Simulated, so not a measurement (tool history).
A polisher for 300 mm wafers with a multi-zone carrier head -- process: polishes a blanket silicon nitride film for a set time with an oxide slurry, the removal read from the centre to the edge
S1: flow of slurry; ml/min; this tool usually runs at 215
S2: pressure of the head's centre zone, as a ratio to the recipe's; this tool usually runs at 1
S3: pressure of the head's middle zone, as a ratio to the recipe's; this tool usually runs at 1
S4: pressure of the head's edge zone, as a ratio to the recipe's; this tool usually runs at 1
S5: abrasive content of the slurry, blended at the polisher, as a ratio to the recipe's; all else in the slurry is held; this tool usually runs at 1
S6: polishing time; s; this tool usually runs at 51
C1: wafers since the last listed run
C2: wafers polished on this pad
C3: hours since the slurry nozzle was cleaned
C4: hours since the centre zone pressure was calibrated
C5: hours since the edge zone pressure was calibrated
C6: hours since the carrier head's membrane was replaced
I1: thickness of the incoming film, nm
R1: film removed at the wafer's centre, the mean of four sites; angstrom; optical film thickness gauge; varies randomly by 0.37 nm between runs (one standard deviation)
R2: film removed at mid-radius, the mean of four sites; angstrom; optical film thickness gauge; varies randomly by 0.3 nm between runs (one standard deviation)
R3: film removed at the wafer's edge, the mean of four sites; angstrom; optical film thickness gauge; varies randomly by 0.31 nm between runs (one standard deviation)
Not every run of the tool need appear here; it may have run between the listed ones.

run 1 day=0 | S1=215 S2=1 S3=1 S4=1 S5=1 S6=51 | C1=0 C2=458 C3=38 C4=37.9 C5=285.5 C6=1488.7 | I1=547.5 | R1=247 R2=237 R3=244
run 2 day=1.075 | S1=215 S2=1 S3=1 S4=1 S5=1 S6=51 | C1=319 C2=778 C3=63.8 C4=63.7 C5=311.3 C6=1514.5 | I1=551.8 | R1=253 R2=238 R3=241
run 3 day=3.038 | S1=215 S2=1 S3=1 S4=1 S5=1 S6=51 | C1=582 C2=1361 C3=110.9 C4=110.8 C5=358.4 C6=1561.6 | I1=543.6 | R1=262 R2=242 R3=243
-- day=3.6 worn pad replaced by a new one
-- day=4.133 edge zone pressure recalibrated
run 4 day=5.312 | S1=215 S2=1 S3=1 S4=1 S5=1 S6=60 | C1=601 C2=483 C3=165.5 C4=165.4 C5=28.3 C6=1616.2 | I1=530.5 | R1=310 R2=286 R3=283
run 5 day=7.375 | S1=215 S2=1 S3=1 S4=1 S5=1 S6=60 | C1=612 C2=1096 C3=215 C4=214.9 C5=77.8 C6=1665.7 | I1=535.1 | R1=303 R2=287 R3=283
run 6 day=9.125 | S1=215 S2=1 S3=1 S4=1 S5=1 S6=51 | C1=519 C2=1615 C3=257 C4=256.9 C5=119.8 C6=1707.7 | I1=541.3 | R1=255 R2=245 R3=245
-- day=10 worn pad replaced by a new one
run 7 day=11.646 | S1=215 S2=1 S3=1 S4=1 S5=1 S6=51 | C1=699 C2=488 C3=317.5 C4=317.4 C5=180.3 C6=1768.2 | I1=539.2 | R1=270 R2=243 R3=248
-- day=11.85 centre zone pressure recalibrated
run 8 day=13.758 | S1=215 S2=1 S3=1 S4=1 S5=1 S6=51 | C1=602 C2=1091 C3=368.2 C4=45.8 C5=231 C6=1818.9 | I1=540.2 | R1=242 R2=244 R3=247
-- day=14.079 slurry nozzle cleaned
run 9 day=15.075 | S1=215 S2=1 S3=0.89 S4=1 S5=1 S6=56 | C1=378 C2=1469 C3=23.9 C4=77.4 C5=262.6 C6=1850.5 | I1=545.5 | R1=276 R2=250 R3=272
-- day=15.892 worn pad replaced by a new one
run 10 day=17.629 | S1=260 S2=0.93 S3=1 S4=0.95 S5=1.1 S6=51 | C1=709 C2=515 C3=85.2 C4=138.7 C5=323.9 C6=1911.8 | I1=537.3 | R1=262 R2=264 R3=257
-- day=17.871 edge zone pressure recalibrated
-- day=18.329 carrier head's membrane replaced by a new one
run 11 day=19.904 | S1=150 S2=1 S3=0.97 S4=1 S5=1 S6=51 | C1=589 C2=1104 C3=139.8 C4=193.3 C5=48.8 C6=37.8 | I1=541.8 | R1=241 R2=225 R3=230
-- day=22.05 worn pad replaced by a new one
run 12 day=22.071 | S1=155 S2=0.88 S3=1 S4=1 S5=0.8 S6=42 | C1=593 C2=6 C3=191.8 C4=245.3 C5=100.8 C6=89.8 | I1=543.4 | R1=158 R2=168 R3=164
run 13 day=23.996 | S1=215 S2=1 S3=1 S4=1 S5=1 S6=51 | C1=571 C2=577 C3=238 C4=291.5 C5=147 C6=136 | I1=544.6 | R1=264 R2=244 R3=244
-- day=24.542 centre zone pressure recalibrated
run 14 day=25.188 | S1=155 S2=1 S3=1 S4=1 S5=1 S6=51 | C1=329 C2=906 C3=266.6 C4=15.5 C5=175.6 C6=164.6 | I1=533.9 | R1=229 R2=231 R3=233
-- day=28.075 worn pad replaced by a new one
run 15 day=28.096 | S1=215 S2=1 S3=0.88 S4=0.89 S5=1 S6=51 | C1=814 C2=5 C3=336.4 C4=85.3 C5=245.4 C6=234.4 | I1=541.9 | R1=250 R2=226 R3=235

Entry by entry between the runs, the difference in hidden state between the last listed run before and the first listed run after:
Between runs 3 and 4: worn pad replaced by a new one (day 3.6); edge zone pressure recalibrated (day 4.133)
  deviation of the centre zone's pressure from its setpoint, %: 5.08 -> 6.76
  measured minus no-state result, R1: +10 -> +16 angstrom
Between runs 6 and 7: worn pad replaced by a new one (day 10)
  deviation of the centre zone's pressure from its setpoint, %: 9.59 -> 11.5
  measured minus no-state result, R1: +18 -> +22 angstrom
Between runs 7 and 8: centre zone pressure recalibrated (day 11.85)
  deviation of the centre zone's pressure from its setpoint, %: 11.5 -> 1.6
  measured minus no-state result, R1: +22 -> +3 angstrom
Between runs 8 and 9: slurry nozzle cleaned (day 14.079)
  deviation of the centre zone's pressure from its setpoint, %: 1.6 -> 2.57
  measured minus no-state result, R1: +3 -> +5 angstrom
Between runs 9 and 10: worn pad replaced by a new one (day 15.892)
  deviation of the centre zone's pressure from its setpoint, %: 2.57 -> 4.47
  measured minus no-state result, R1: +5 -> +9 angstrom
Between runs 10 and 11: edge zone pressure recalibrated (day 17.871); carrier head's membrane replaced by a new one (day 18.329)
  deviation of the centre zone's pressure from its setpoint, %: 4.47 -> 6.16
  measured minus no-state result, R1: +9 -> +11 angstrom
Between runs 11 and 12: worn pad replaced by a new one (day 22.05)
  deviation of the centre zone's pressure from its setpoint, %: 6.16 -> 7.76
  measured minus no-state result, R1: +11 -> +9 angstrom
Between runs 13 and 14: centre zone pressure recalibrated (day 24.542)
  deviation of the centre zone's pressure from its setpoint, %: 9.19 -> -0.0188
  measured minus no-state result, R1: +17 -> +0 angstrom
Between runs 14 and 15: worn pad replaced by a new one (day 28.075)
  deviation of the centre zone's pressure from its setpoint, %: -0.0188 -> 2.14
  measured minus no-state result, R1: +0 -> +5 angstrom
